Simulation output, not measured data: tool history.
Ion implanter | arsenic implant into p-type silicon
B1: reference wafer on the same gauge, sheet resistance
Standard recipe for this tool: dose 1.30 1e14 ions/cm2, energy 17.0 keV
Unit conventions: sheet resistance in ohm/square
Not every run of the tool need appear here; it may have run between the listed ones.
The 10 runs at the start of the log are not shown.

At day 20.254: Faraday cup replaced and dose calibrated.
Run 11, day 20.275: usual settings; B1 627.84. Result: sheet resistance 538.73 ohm/square.
Run 12, day 21.979: usual settings; B1 628.10. Result: sheet resistance 539.56 ohm/square.
Run 13, day 24.962: usual settings; B1 627.13. Result: sheet resistance 541.48 ohm/square.
Run 14, day 26.875: usual settings but dose 1.51 1e14 ions/cm2, energy 12.5 keV; B1 628.56. Result: sheet resistance 502.40 ohm/square.
Run 15, day 28.504: usual settings; B1 627.96. Result: sheet resistance 542.13 ohm/square.
Run 16, day 31.158: usual settings but dose 1.41 1e14 ions/cm2, energy 11.0 keV; B1 627.97. Result: sheet resistance 539.68 ohm/square.
Run 17, day 33.467: usual settings but dose 1.16 1e14 ions/cm2, energy 23.0 keV; B1 628.29. Result: sheet resistance 564.98 ohm/square.
At day 34.075: Faraday cup replaced and dose calibrated, repeated, since the last time left the tool worse.
Run 18, day 40.733: usual settings but dose 1.06 1e14 ions/cm2, energy 15.0 keV; B1 627.86. Result: sheet resistance 666.45 ohm/square.
At day 41.238: extraction supply calibrated.
Run 19, day 42.967: usual settings; B1 627.77. Result: sheet resistance 565.33 ohm/square.
Run 20, day 44.854: usual settings; B1 628.18. Result: sheet resistance 567.02 ohm/square.
Run 21, day 46.783: usual settings but energy 19.0 keV; B1 627.96. Result: sheet resistance 556.08 ohm/square.
Run 22, day 48.112: usual settings but dose 1.20 1e14 ions/cm2, energy 14.0 keV; B1 627.93. Result: sheet resistance 616.91 ohm/square.
Run 23, day 49.779: usual settings; B1 627.95. Result: sheet resistance 570.14 ohm/square.
Run 24, day 51.833: usual settings but dose 0.94 1e14 ions/cm2, energy 13.5 keV; B1 627.53. Result: sheet resistance 745.94 ohm/square.
Run 25, day 53.875: usual settings but dose 1.68 1e14 ions/cm2; B1 627.94. Result: sheet resistance 468.34 ohm/square.
Run 26, day 56.621: usual settings; B1 628.13. Result: sheet resistance 567.53 ohm/square.
Run 27, day 59.204: usual settings but dose 1.50 1e14 ions/cm2, energy 21.0 keV; B1 627.43. Result: sheet resistance 496.32 ohm/square.
Run 28, day 61.421: usual settings but dose 1.19 1e14 ions/cm2, energy 12.5 keV; B1 627.40. Result: sheet resistance 631.82 ohm/square.
Run 29, day 62.917: usual settings; B1 627.49. Result: sheet resistance 570.07 ohm/square.
Run 30, day 65.479: usual settings but dose 1.08 1e14 ions/cm2, energy 14.5 keV; B1 627.51. Result: sheet resistance 668.40 ohm/square.
Run 31, day 66.758: usual settings but dose 1.09 1e14 ions/cm2, energy 13.5 keV; B1 627.90. Result: sheet resistance 670.43 ohm/square.

What does the tool deliver on the next run?
Run 32, day 72.612: usual settings but dose 1.11 1e14 ions/cm2, energy 15.0 keV; B1 ?. Result: sheet resistance ?.

{"run 32": {"B1": 628.37, "sheet resistance": 656.61}}
Without the tool's hidden state the same run would have given sheet resistance 646.18 ohm/square.
